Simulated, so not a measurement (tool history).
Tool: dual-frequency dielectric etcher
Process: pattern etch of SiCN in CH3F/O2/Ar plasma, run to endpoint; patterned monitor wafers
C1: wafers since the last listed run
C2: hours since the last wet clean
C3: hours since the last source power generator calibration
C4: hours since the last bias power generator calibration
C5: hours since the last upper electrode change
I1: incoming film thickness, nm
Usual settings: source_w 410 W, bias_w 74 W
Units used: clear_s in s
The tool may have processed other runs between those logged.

run 1 hour=0 | source_w=410 bias_w=74 | C1=0 C2=540.6 C3=4457.2 C4=4163.7 C5=1994.2 | I1=7.98 | clear_s=21.2
run 2 hour=10.3 | source_w=410 bias_w=74 | C1=153 C2=550.9 C3=4467.5 C4=4174 C5=2004.5 | I1=8.05 | clear_s=21.4
run 3 hour=17.6 | source_w=410 bias_w=74 | C1=108 C2=558.2 C3=4474.8 C4=4181.3 C5=2011.8 | I1=7.97 | clear_s=21.2
run 4 hour=30.9 | source_w=410 bias_w=74 | C1=197 C2=571.5 C3=4488.1 C4=4194.6 C5=2025.1 | I1=7.92 | clear_s=21
run 5 hour=40.6 | source_w=410 bias_w=74 | C1=144 C2=581.2 C3=4497.8 C4=4204.3 C5=2034.8 | I1=8.06 | clear_s=21.5
-- hour=66.7 wet clean of the chamber
run 6 hour=67.2 | source_w=410 bias_w=74 | C1=38 C2=0.5 C3=4524.4 C4=4230.9 C5=2061.4 | I1=8.05 | clear_s=20.7
run 7 hour=67.5 | source_w=410 bias_w=74 | C1=4 C2=0.8 C3=4524.7 C4=4231.2 C5=2061.7 | I1=7.94 | clear_s=20.5
run 8 hour=67.9 | source_w=410 bias_w=74 | C1=5 C2=1.2 C3=4525.1 C4=4231.6 C5=2062.1 | I1=7.99 | clear_s=20.5
-- hour=80.8 bias power generator calibrated
-- hour=98.3 upper electrode replaced
run 9 hour=98.8 | source_w=410 bias_w=74 | C1=139 C2=32.1 C3=4556 C4=18 C5=0.5 | I1=7.98 | clear_s=20.7
run 10 hour=99.1 | source_w=410 bias_w=74 | C1=4 C2=32.4 C3=4556.3 C4=18.3 C5=0.8 | I1=8 | clear_s=20.6
run 11 hour=99.4 | source_w=410 bias_w=74 | C1=4 C2=32.7 C3=4556.6 C4=18.6 C5=1.1 | I1=7.99 | clear_s=20.7
run 12 hour=104.1 | source_w=410 bias_w=74 | C1=69 C2=37.4 C3=4561.3 C4=23.3 C5=5.8 | I1=7.91 | clear_s=20.4
run 13 hour=110.8 | source_w=410 bias_w=74 | C1=99 C2=44.1 C3=4568 C4=30 C5=12.5 | I1=7.97 | clear_s=20.4
run 14 hour=117.4 | source_w=310 bias_w=65 | C1=98 C2=50.7 C3=4574.6 C4=36.6 C5=19.1 | I1=8.05 | clear_s=25.4
run 15 hour=131.8 | source_w=360 bias_w=56 | C1=214 C2=65.1 C3=4589 C4=51 C5=33.5 | I1=8.02 | clear_s=23.9
run 16 hour=141.1 | source_w=470 bias_w=74 | C1=138 C2=74.4 C3=4598.3 C4=60.3 C5=42.8 | I1=7.98 | clear_s=19.2
run 17 hour=155.6 | source_w=330 bias_w=58 | C1=215 C2=88.9 C3=4612.8 C4=74.8 C5=57.3 | I1=8.01 | clear_s=24.9
run 18 hour=165.5 | source_w=410 bias_w=83 | C1=147 C2=98.8 C3=4622.7 C4=84.7 C5=67.2 | I1=7.96 | clear_s=20.1
run 19 hour=176.1 | source_w=450 bias_w=83 | C1=157 C2=109.4 C3=4633.3 C4=95.3 C5=77.8 | I1=8.04 | clear_s=19.3
run 20 hour=186.3 | source_w=410 bias_w=74 | C1=151 C2=119.6 C3=4643.5 C4=105.5 C5=88 | I1=8 | clear_s=20.8
run 21 hour=200.1 | source_w=410 bias_w=74 | C1=205 C2=133.4 C3=4657.3 C4=119.3 C5=101.8 | I1=7.97 | clear_s=20.7
run 22 hour=207.1 | source_w=490 bias_w=81 | C1=104 C2=140.4 C3=4664.3 C4=126.3 C5=108.8 | I1=8.01 | clear_s=18.5
-- hour=220.6 source power generator calibrated
run 23 hour=221.9 | source_w=410 bias_w=61 | C1=160 C2=155.2 C3=1.3 C4=141.1 C5=123.6 | I1=7.94 | clear_s=21.7
run 24 hour=239.2 | source_w=410 bias_w=64 | C1=257 C2=172.5 C3=18.6 C4=158.4 C5=140.9 | I1=7.86 | clear_s=21.2
run 25 hour=252.6 | source_w=410 bias_w=74 | C1=199 C2=185.9 C3=32 C4=171.8 C5=154.3 | I1=8.03 | clear_s=20.9
run 26 hour=267.8 | source_w=410 bias_w=74 | C1=225 C2=201.1 C3=47.2 C4=187 C5=169.5 | I1=8.07 | clear_s=21.1
run 27 hour=283.6 | source_w=350 bias_w=74 | C1=234 C2=216.9 C3=63 C4=202.8 C5=185.3 | I1=8.05 | clear_s=23
run 28 hour=297.6 | source_w=410 bias_w=74 | C1=208 C2=230.9 C3=77 C4=216.8 C5=199.3 | I1=8.03 | clear_s=21
run 29 hour=314.5 | source_w=360 bias_w=67 | C1=251 C2=247.8 C3=93.9 C4=233.7 C5=216.2 | I1=8.03 | clear_s=23.1
run 30 hour=325.7 | source_w=410 bias_w=74 | C1=166 C2=259 C3=105.1 C4=244.9 C5=227.4 | I1=8.06 | clear_s=21.1
run 31 hour=342.7 | source_w=410 bias_w=92 | C1=252 C2=276 C3=122.1 C4=261.9 C5=244.4 | I1=8.08 | clear_s=20.1
run 32 hour=360.3 | source_w=380 bias_w=74 | C1=261 C2=293.6 C3=139.7 C4=279.5 C5=262 | I1=8.04 | clear_s=22.2
run 33 hour=376.6 | source_w=500 bias_w=89 | C1=242 C2=309.9 C3=156 C4=295.8 C5=278.3 | I1=7.94 | clear_s=17.9
run 34 hour=383.1 | source_w=470 bias_w=85 | C1=96 C2=316.4 C3=162.5 C4=302.3 C5=284.8 | I1=8 | clear_s=18.9
run 35 hour=390.2 | source_w=450 bias_w=57 | C1=105 C2=323.5 C3=169.6 C4=309.4 C5=291.9 | I1=7.99 | clear_s=21.4
run 36 hour=402.9 | source_w=410 bias_w=74 | C1=188 C2=336.2 C3=182.3 C4=322.1 C5=304.6 | I1=8.02 | clear_s=21.1

Here are 3 independent what-if runs from the current tool condition. What would each one return?
run A hour=403.3 | source_w=410 bias_w=88 | C1=5 C2=336.6 C3=182.7 C4=322.5 C5=305 | I1=8 | clear_s=?
run B hour=403.3 | source_w=320 bias_w=86 | C1=5 C2=336.6 C3=182.7 C4=322.5 C5=305 | I1=8 | clear_s=?
run C hour=403.3 | source_w=500 bias_w=66 | C1=5 C2=336.6 C3=182.7 C4=322.5 C5=305 | I1=8 | clear_s=?

run=A clear_s=20
run=B clear_s=23.1
run=C clear_s=19.4
Had the tool no hidden state, the same runs would have come out as:
run=A clear_s=19.5
run=B clear_s=22.6
run=C clear_s=19
